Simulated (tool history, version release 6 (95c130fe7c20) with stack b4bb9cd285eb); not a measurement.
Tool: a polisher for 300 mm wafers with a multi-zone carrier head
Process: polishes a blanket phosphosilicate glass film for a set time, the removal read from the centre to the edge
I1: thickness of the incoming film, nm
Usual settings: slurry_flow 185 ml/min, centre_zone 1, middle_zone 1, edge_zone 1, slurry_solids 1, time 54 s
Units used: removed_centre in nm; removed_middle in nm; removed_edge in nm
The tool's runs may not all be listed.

{"run": 1, "hour": 0.0, "slurry_flow": 185, "centre_zone": 1, "middle_zone": 1, "edge_zone": 1, "slurry_solids": 1, "time": 54, "I1": 3928.9, "removed_centre": 472.4, "removed_middle": 470.3, "removed_edge": 480.3}
{"run": 2, "hour": 40.2, "slurry_flow": 185, "centre_zone": 1, "middle_zone": 1, "edge_zone": 1, "slurry_solids": 1, "time": 54, "I1": 3934.1, "removed_centre": 472.9, "removed_middle": 467.3, "removed_edge": 480.6}
{"run": 3, "hour": 109.7, "slurry_flow": 185, "centre_zone": 1, "middle_zone": 1, "edge_zone": 1, "slurry_solids": 1, "time": 54, "I1": 3877.5, "removed_centre": 458.4, "removed_middle": 480.7, "removed_edge": 483.2}
{"run": 4, "hour": 136.4, "slurry_flow": 185, "centre_zone": 1, "middle_zone": 1, "edge_zone": 1, "slurry_solids": 1, "time": 54, "I1": 3932.5, "removed_centre": 469.2, "removed_middle": 467, "removed_edge": 490.4}
{"run": 5, "hour": 176.9, "slurry_flow": 185, "centre_zone": 1, "middle_zone": 1, "edge_zone": 1, "slurry_solids": 1, "time": 54, "I1": 3949.8, "removed_centre": 461.5, "removed_middle": 469.3, "removed_edge": 473.1}
{"hour": 220.9, "done": "worn pad replaced by a new one"}
{"run": 6, "hour": 237.9, "slurry_flow": 185, "centre_zone": 1, "middle_zone": 1, "edge_zone": 1, "slurry_solids": 1, "time": 54, "I1": 3843.6, "removed_centre": 457.5, "removed_middle": 468, "removed_edge": 475}
{"run": 7, "hour": 284.3, "slurry_flow": 185, "centre_zone": 1, "middle_zone": 1, "edge_zone": 1, "slurry_solids": 1, "time": 54, "I1": 3933.1, "removed_centre": 465, "removed_middle": 466.6, "removed_edge": 486.9}
{"hour": 337.9, "done": "carrier head's membrane replaced by a new one"}
{"run": 8, "hour": 370.3, "slurry_flow": 185, "centre_zone": 1, "middle_zone": 1, "edge_zone": 1, "slurry_solids": 1, "time": 54, "I1": 3929.6, "removed_centre": 473.1, "removed_middle": 466.8, "removed_edge": 487.8}
{"run": 9, "hour": 418.2, "slurry_flow": 185, "centre_zone": 1, "middle_zone": 1, "edge_zone": 1, "slurry_solids": 1, "time": 54, "I1": 3974.3, "removed_centre": 476, "removed_middle": 467.1, "removed_edge": 478.5}
{"run": 10, "hour": 455.1, "slurry_flow": 185, "centre_zone": 1, "middle_zone": 1, "edge_zone": 1, "slurry_solids": 1, "time": 54, "I1": 3939.4, "removed_centre": 470.1, "removed_middle": 464.9, "removed_edge": 478.3}
{"hour": 469.5, "done": "worn pad replaced by a new one"}
{"run": 11, "hour": 509.6, "slurry_flow": 185, "centre_zone": 1, "middle_zone": 1, "edge_zone": 1.08, "slurry_solids": 1, "time": 68, "I1": 3927.2, "removed_centre": 590.5, "removed_middle": 589.2, "removed_edge": 635.1}
{"run": 12, "hour": 575.5, "slurry_flow": 185, "centre_zone": 1, "middle_zone": 1, "edge_zone": 1, "slurry_solids": 1, "time": 54, "I1": 3898.1, "removed_centre": 459, "removed_middle": 467.9, "removed_edge": 479.3}
{"hour": 607.7, "done": "slurry nozzle cleaned"}
{"run": 13, "hour": 620.8, "slurry_flow": 185, "centre_zone": 1, "middle_zone": 1, "edge_zone": 1.08, "slurry_solids": 1, "time": 66, "I1": 3873.3, "removed_centre": 570.4, "removed_middle": 585.1, "removed_edge": 609.1}
{"hour": 641.4, "done": "edge zone pressure recalibrated"}
{"run": 14, "hour": 679.9, "slurry_flow": 185, "centre_zone": 0.92, "middle_zone": 1, "edge_zone": 1, "slurry_solids": 1, "time": 66, "I1": 3961.6, "removed_centre": 520.5, "removed_middle": 568.2, "removed_edge": 586.5}
{"hour": 685.1, "done": "worn pad replaced by a new one"}
{"run": 15, "hour": 726.7, "slurry_flow": 240, "centre_zone": 1, "middle_zone": 1.11, "edge_zone": 1.07, "slurry_solids": 1, "time": 40, "I1": 3860.1, "removed_centre": 354.6, "removed_middle": 393, "removed_edge": 368.1}
{"run": 16, "hour": 772.3, "slurry_flow": 185, "centre_zone": 1, "middle_zone": 1.07, "edge_zone": 1, "slurry_solids": 1, "time": 54, "I1": 3925.4, "removed_centre": 470.7, "removed_middle": 494.9, "removed_edge": 475.1}
{"run": 17, "hour": 828.9, "slurry_flow": 185, "centre_zone": 1, "middle_zone": 1, "edge_zone": 0.88, "slurry_solids": 1.1, "time": 36, "I1": 3942, "removed_centre": 326.2, "removed_middle": 334.8, "removed_edge": 322}

Run 18 comes next. What will it give?
{"run": 18, "hour": 863.2, "slurry_flow": 185, "centre_zone": 1, "middle_zone": 1, "edge_zone": 1, "slurry_solids": 1, "time": 68, "I1": 3932.2, "removed_centre": "?", "removed_middle": "?", "removed_edge": "?"}

{"run 18": {"removed_centre": 583.6, "removed_middle": 593.8, "removed_edge": 620.8}}
If the tool had no hidden condition, the same run with the same run-to-run variation would have returned removed_centre 583.6 nm, removed_middle 593.8 nm, removed_edge 620.8 nm.
